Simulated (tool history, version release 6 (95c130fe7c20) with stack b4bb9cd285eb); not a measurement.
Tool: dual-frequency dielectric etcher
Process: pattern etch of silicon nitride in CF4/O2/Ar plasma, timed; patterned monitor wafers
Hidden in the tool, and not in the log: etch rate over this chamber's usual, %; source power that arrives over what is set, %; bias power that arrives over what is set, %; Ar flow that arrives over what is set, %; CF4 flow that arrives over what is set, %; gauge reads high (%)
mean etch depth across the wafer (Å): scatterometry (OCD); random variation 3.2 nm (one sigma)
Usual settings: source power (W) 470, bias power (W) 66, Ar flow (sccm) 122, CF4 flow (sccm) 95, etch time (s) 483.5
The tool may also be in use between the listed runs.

| run | hour | source power (W) | bias power (W) | Ar flow (sccm) | CF4 flow (sccm) | etch time (s) | wafers since the last listed run | hours since the last wet clean | hours since the last source power generator calibration | hours since the last bias power generator calibration | hours since the last Ar flow controller change | hours since the last CF4 flow controller change | hours since the last upper electrode change | hours since the gauge calibration | read-back reference wafer on the same gauge, depth_nm | mean etch depth across the wafer (Å) |
|---|---|---|---|---|---|---|---|---|---|---|---|---|---|---|---|---|
| 1 | 0 | 470 | 66 | 122 | 95 | 483.5 | 0 | 376.7 | 2334.5 | 1203.9 | 4684.3 | 2349.8 | 2547.9 | 179.1 | 800.9 | 8968 |
| 2 | 12.5 | 470 | 66 | 122 | 95 | 483.5 | 46 | 389.2 | 2347 | 1216.4 | 4696.8 | 2362.3 | 2560.4 | 191.6 | 800.5 | 8964 |
| 3 | 23.1 | 470 | 66 | 122 | 95 | 483.5 | 39 | 399.8 | 2357.6 | 1227 | 4707.4 | 2372.9 | 2571 | 202.2 | 800.8 | 8964 |
| 4 | 30.7 | 470 | 66 | 122 | 95 | 483.5 | 28 | 407.4 | 2365.2 | 1234.6 | 4715 | 2380.5 | 2578.6 | 209.8 | 801.3 | 8892 |
| 5 | 41 | 470 | 66 | 122 | 95 | 483.5 | 38 | 417.7 | 2375.5 | 1244.9 | 4725.3 | 2390.8 | 2588.9 | 220.1 | 801.3 | 8897 |
|  | 51.4 | gauge calibrated |
| 6 | 56.4 | 470 | 66 | 122 | 95 | 483.5 | 56 | 433.1 | 2390.9 | 1260.3 | 4740.7 | 2406.2 | 2604.3 | 5 | 800.7 | 8868 |
|  | 61.6 | source power generator calibrated |
| 7 | 73.1 | 470 | 66 | 122 | 95 | 483.5 | 46 | 449.8 | 11.5 | 1277 | 4757.4 | 2422.9 | 2621 | 21.7 | 800.8 | 8978 |
| 8 | 82.8 | 470 | 66 | 122 | 95 | 483.5 | 35 | 459.5 | 21.2 | 1286.7 | 4767.1 | 2432.6 | 2630.7 | 31.4 | 801.2 | 8861 |
| 9 | 97.1 | 390 | 70 | 136 | 95 | 483.5 | 52 | 473.8 | 35.5 | 1301 | 4781.4 | 2446.9 | 2645 | 45.7 | 800.7 | 7863 |
| 10 | 114.9 | 510 | 60 | 122 | 105 | 589.5 | 65 | 491.6 | 53.3 | 1318.8 | 4799.2 | 2464.7 | 2662.8 | 63.5 | 801 | 11082 |
| 11 | 132.8 | 470 | 66 | 122 | 95 | 483.5 | 66 | 509.5 | 71.2 | 1336.7 | 4817.1 | 2482.6 | 2680.7 | 81.4 | 801.4 | 8840 |
|  | 165.6 | Ar flow controller replaced |
|  | 169.3 | wet clean of the chamber |
|  | 189.4 | CF4 flow controller replaced |
|  | 191.1 | upper electrode replaced |
|  | 192.7 | bias power generator calibrated |
| 12 | 193.2 | 380 | 66 | 99 | 95 | 483.5 | 153 | 23.9 | 131.6 | 0.5 | 27.6 | 3.8 | 2.1 | 141.8 | 800.4 | 8487 |
| 13 | 193.6 | 470 | 66 | 142 | 95 | 563 | 1 | 24.3 | 132 | 0.9 | 28 | 4.2 | 2.5 | 142.2 | 800 | 11252 |
| 14 | 194.1 | 500 | 51 | 96 | 95 | 431 | 1 | 24.8 | 132.5 | 1.4 | 28.5 | 4.7 | 3 | 142.7 | 801 | 8116 |
| 15 | 194.5 | 470 | 58 | 122 | 74 | 483.5 | 1 | 25.2 | 132.9 | 1.8 | 28.9 | 5.1 | 3.4 | 143.1 | 801.5 | 8645 |

Forecast run 16:
| 16 | 195 | 470 | 72 | 122 | 95 | 483.5 | 1 | 25.7 | 133.4 | 2.3 | 29.4 | 5.6 | 3.9 | 143.6 | ? | ? |

Run 16 gave read-back reference wafer on the same gauge, depth_nm 800.5, mean etch depth across the wafer (Å) 10333.
Without the tool's hidden state the same run would have given mean etch depth across the wafer (Å) 9687.
